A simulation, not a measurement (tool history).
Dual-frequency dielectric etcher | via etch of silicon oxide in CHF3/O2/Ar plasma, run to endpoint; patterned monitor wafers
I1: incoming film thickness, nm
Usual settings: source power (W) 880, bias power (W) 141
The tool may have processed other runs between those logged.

run 1 hour=0 | source_power_(W)=880 bias_power_(W)=166 | I1=411.8 | endpoint_time_(s)=179
run 2 hour=12.9 | source_power_(W)=880 bias_power_(W)=141 | I1=406 | endpoint_time_(s)=187.7
run 3 hour=40.5 | source_power_(W)=880 bias_power_(W)=141 | I1=410.3 | endpoint_time_(s)=191.1
-- hour=61.1 bias power generator calibrated
-- hour=89 upper electrode replaced
run 4 hour=89.5 | source_power_(W)=880 bias_power_(W)=141 | I1=409.1 | endpoint_time_(s)=189.5
run 5 hour=91.5 | source_power_(W)=880 bias_power_(W)=141 | I1=410.5 | endpoint_time_(s)=190.6
run 6 hour=104.7 | source_power_(W)=880 bias_power_(W)=141 | I1=414.4 | endpoint_time_(s)=194.2
run 7 hour=119 | source_power_(W)=710 bias_power_(W)=149 | I1=407.1 | endpoint_time_(s)=208.7
run 8 hour=153.7 | source_power_(W)=710 bias_power_(W)=149 | I1=413.9 | endpoint_time_(s)=212.2
run 9 hour=176.9 | source_power_(W)=710 bias_power_(W)=149 | I1=406.6 | endpoint_time_(s)=206.4
run 10 hour=211.4 | source_power_(W)=880 bias_power_(W)=141 | I1=410 | endpoint_time_(s)=186.6
run 11 hour=237.1 | source_power_(W)=720 bias_power_(W)=122 | I1=409.6 | endpoint_time_(s)=225.8
run 12 hour=265.7 | source_power_(W)=720 bias_power_(W)=122 | I1=403.7 | endpoint_time_(s)=222.6
run 13 hour=285.2 | source_power_(W)=880 bias_power_(W)=164 | I1=406.3 | endpoint_time_(s)=172.7
run 14 hour=314.3 | source_power_(W)=880 bias_power_(W)=141 | I1=413 | endpoint_time_(s)=189.2
-- hour=334.2 source power generator calibrated
run 15 hour=339.9 | source_power_(W)=1070 bias_power_(W)=163 | I1=408.5 | endpoint_time_(s)=157.9
run 16 hour=359.4 | source_power_(W)=880 bias_power_(W)=108 | I1=413.6 | endpoint_time_(s)=214
-- hour=406.2 wet clean of the chamber
run 17 hour=406.7 | source_power_(W)=1060 bias_power_(W)=131 | I1=409.5 | endpoint_time_(s)=183.4
run 18 hour=440.5 | source_power_(W)=880 bias_power_(W)=141 | I1=410.1 | endpoint_time_(s)=195.8
run 19 hour=472 | source_power_(W)=880 bias_power_(W)=141 | I1=408.1 | endpoint_time_(s)=195
run 20 hour=489.9 | source_power_(W)=1030 bias_power_(W)=107 | I1=409.9 | endpoint_time_(s)=207.4
run 21 hour=522.2 | source_power_(W)=880 bias_power_(W)=113 | I1=410.2 | endpoint_time_(s)=217.3
run 22 hour=549.5 | source_power_(W)=720 bias_power_(W)=156 | I1=411.4 | endpoint_time_(s)=208.5
run 23 hour=565.5 | source_power_(W)=880 bias_power_(W)=141 | I1=407.1 | endpoint_time_(s)=193.7
run 24 hour=656.1 | source_power_(W)=1080 bias_power_(W)=150 | I1=409 | endpoint_time_(s)=167.8
run 25 hour=673.8 | source_power_(W)=980 bias_power_(W)=176 | I1=408.1 | endpoint_time_(s)=162
run 26 hour=695.1 | source_power_(W)=880 bias_power_(W)=141 | I1=409.8 | endpoint_time_(s)=191.4
run 27 hour=721 | source_power_(W)=710 bias_power_(W)=170 | I1=407.6 | endpoint_time_(s)=195.5
run 28 hour=745.2 | source_power_(W)=880 bias_power_(W)=141 | I1=408.4 | endpoint_time_(s)=190.9
run 29 hour=776.8 | source_power_(W)=880 bias_power_(W)=166 | I1=410.7 | endpoint_time_(s)=178.6
run 30 hour=805.7 | source_power_(W)=880 bias_power_(W)=141 | I1=414.6 | endpoint_time_(s)=193.6
run 31 hour=820.6 | source_power_(W)=1090 bias_power_(W)=169 | I1=411.3 | endpoint_time_(s)=157.6
run 32 hour=840.3 | source_power_(W)=1000 bias_power_(W)=166 | I1=411.6 | endpoint_time_(s)=165.9
run 33 hour=866.4 | source_power_(W)=880 bias_power_(W)=168 | I1=404 | endpoint_time_(s)=171.2
run 34 hour=892.6 | source_power_(W)=1030 bias_power_(W)=125 | I1=413.2 | endpoint_time_(s)=187.9
run 35 hour=908.9 | source_power_(W)=1090 bias_power_(W)=141 | I1=409.7 | endpoint_time_(s)=168.5

Exercise: give the hidden state of the tool at every run:
source power that arrives over what is set, %: 0 at every run
bias power that arrives over what is set, %: 0 at every run
H1: etch rate over this chamber's usual, %
run=1 H1=2
run=2 H1=2.11
run=3 H1=2.35
run=4 H1=2.77
run=5 H1=2.79
run=6 H1=2.91
run=7 H1=3.03
run=8 H1=3.33
run=9 H1=3.53
run=10 H1=3.83
run=11 H1=4.05
run=12 H1=4.29
run=13 H1=4.46
run=14 H1=4.71
run=15 H1=4.93
run=16 H1=5.1
run=17 H1=-0.444
run=18 H1=-0.153
run=19 H1=0.119
run=20 H1=0.273
run=21 H1=0.552
run=22 H1=0.787
run=23 H1=0.925
run=24 H1=1.71
run=25 H1=1.86
run=26 H1=2.04
run=27 H1=2.27
run=28 H1=2.47
run=29 H1=2.75
run=30 H1=3
run=31 H1=3.12
run=32 H1=3.29
run=33 H1=3.52
run=34 H1=3.74
run=35 H1=3.88
